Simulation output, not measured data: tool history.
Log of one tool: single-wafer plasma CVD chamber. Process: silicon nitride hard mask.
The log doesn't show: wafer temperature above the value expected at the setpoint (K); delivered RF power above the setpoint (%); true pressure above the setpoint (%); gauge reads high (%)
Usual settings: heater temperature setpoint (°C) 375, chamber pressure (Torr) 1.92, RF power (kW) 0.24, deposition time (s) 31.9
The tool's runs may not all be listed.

run,hour,heater temperature setpoint (°C),chamber pressure (Torr),RF power (kW),deposition time (s),wafers since the last listed run,hours since the last thermocouple change,hours since the last RF generator calibration,hours since the last manometer calibration,hours since the showerhead was replaced,hours since the gauge calibration,"read-back reference wafer on the same gauge, thickness_nm",mean film thickness on the monitor wafer (angstrom)
1,0,375,1.92,0.24,31.9,0,1989.7,1815.4,1799.2,7988.2,429.2,32.975,317.58
# hour 24: showerhead replaced
2,24.5,375,1.92,0.24,31.9,365,2014.2,1839.9,1823.7,0.5,453.7,33.057,317.17
3,30.9,375,1.92,0.24,31.9,141,2020.6,1846.3,1830.1,6.9,460.1,33.016,319.16
4,45.8,375,1.92,0.24,31.9,329,2035.5,1861.2,1845,21.8,475,33.022,318.11
5,55.4,375,1.92,0.24,31.9,212,2045.1,1870.8,1854.6,31.4,484.6,33.023,319.68
6,67.1,385,1.92,0.24,31.9,258,2056.8,1882.5,1866.3,43.1,496.3,32.992,316.41
7,82,375,1.92,0.195,31.9,329,2071.7,1897.4,1881.2,58,511.2,33.001,288.35
8,93.7,375,1.92,0.24,31.9,258,2083.4,1909.1,1892.9,69.7,522.9,33.042,318.39
9,109.9,360,2.12,0.195,33.6,358,2099.6,1925.3,1909.1,85.9,539.1,32.983,308.38
10,116.5,375,1.92,0.24,31.9,146,2106.2,1931.9,1915.7,92.5,545.7,33.04,318.53
11,130.9,375,1.92,0.24,28.8,318,2120.6,1946.3,1930.1,106.9,560.1,32.985,288.22
12,138.4,375,1.69,0.2,31.9,166,2128.1,1953.8,1937.6,114.4,567.6,33.029,285.73
13,151.4,385,2.32,0.24,37.1,287,2141.1,1966.8,1950.6,127.4,580.6,33.062,377.6
# hour 168: thermocouple changed; heater temperature recalibrated
14,168.5,369,1.92,0.215,28.2,201,0.5,1983.9,1967.7,144.5,597.7,33.034,268.13
# hour 188.7: capacitance manometer re-zeroed and calibrated
# hour 189.7: RF generator calibrated
15,201.4,375,1.92,0.2,36.5,527,33.4,11.7,12.7,177.4,630.6,33.007,335.89
# hour 205.6: gauge calibrated
16,212.2,375,1.57,0.24,38.1,239,44.2,22.5,23.5,188.2,6.6,33.015,370.65
17,225.1,379,1.92,0.24,26.2,285,57.1,35.4,36.4,201.1,19.5,32.994,261.63
18,235.5,388,2.35,0.26,26.2,230,67.5,45.8,46.8,211.5,29.9,33.003,276.45
19,251,375,1.92,0.24,31.9,343,83,61.3,62.3,227,45.4,33.003,316.94
20,258.9,375,1.92,0.24,31.9,174,90.9,69.2,70.2,234.9,53.3,32.999,318.55
21,276.8,375,1.92,0.24,31.9,396,108.8,87.1,88.1,252.8,71.2,32.965,318.54
22,289.5,386,1.78,0.24,38.1,281,121.5,99.8,100.8,265.5,83.9,33,375.15
23,306.6,375,1.92,0.24,31.9,378,138.6,116.9,117.9,282.6,101,33.033,318.99
24,313.2,381,2.4,0.24,31.9,146,145.2,123.5,124.5,289.2,107.6,33.02,326.35
25,319.5,369,2.06,0.2,28.3,139,151.5,129.8,130.8,295.5,113.9,33.028,264.02
26,326.7,369,2.19,0.255,31.9,159,158.7,137,138,302.7,121.1,32.998,333.16
27,339,375,2.21,0.24,25.6,272,171,149.3,150.3,315,133.4,33.014,258.23
28,346.5,386,1.92,0.24,31.9,166,178.5,156.8,157.8,322.5,140.9,32.997,317.72
29,357.5,375,1.92,0.24,31.9,243,189.5,167.8,168.8,333.5,151.9,32.997,318.94

4 ways to go on from here, each from the tool as it stands after run 29. What would each give?
A,357.9,383,1.92,0.24,31.9,8,189.9,168.2,169.2,333.9,152.3,?,?
B,357.9,382,1.76,0.24,36.3,8,189.9,168.2,169.2,333.9,152.3,?,?
C,357.9,364,1.72,0.215,31.9,8,189.9,168.2,169.2,333.9,152.3,?,?
D,357.9,363,1.92,0.24,28.5,8,189.9,168.2,169.2,333.9,152.3,?,?

run,"read-back reference wafer on the same gauge, thickness_nm",mean film thickness on the monitor wafer (angstrom)
A,32.979,313.95
B,32.979,353.09
C,32.979,297.12
D,32.979,283.12
Without the tool's hidden state the same runs would have given:
run,mean film thickness on the monitor wafer (angstrom)
A,313.95
B,353.09
C,297.12
D,283.12
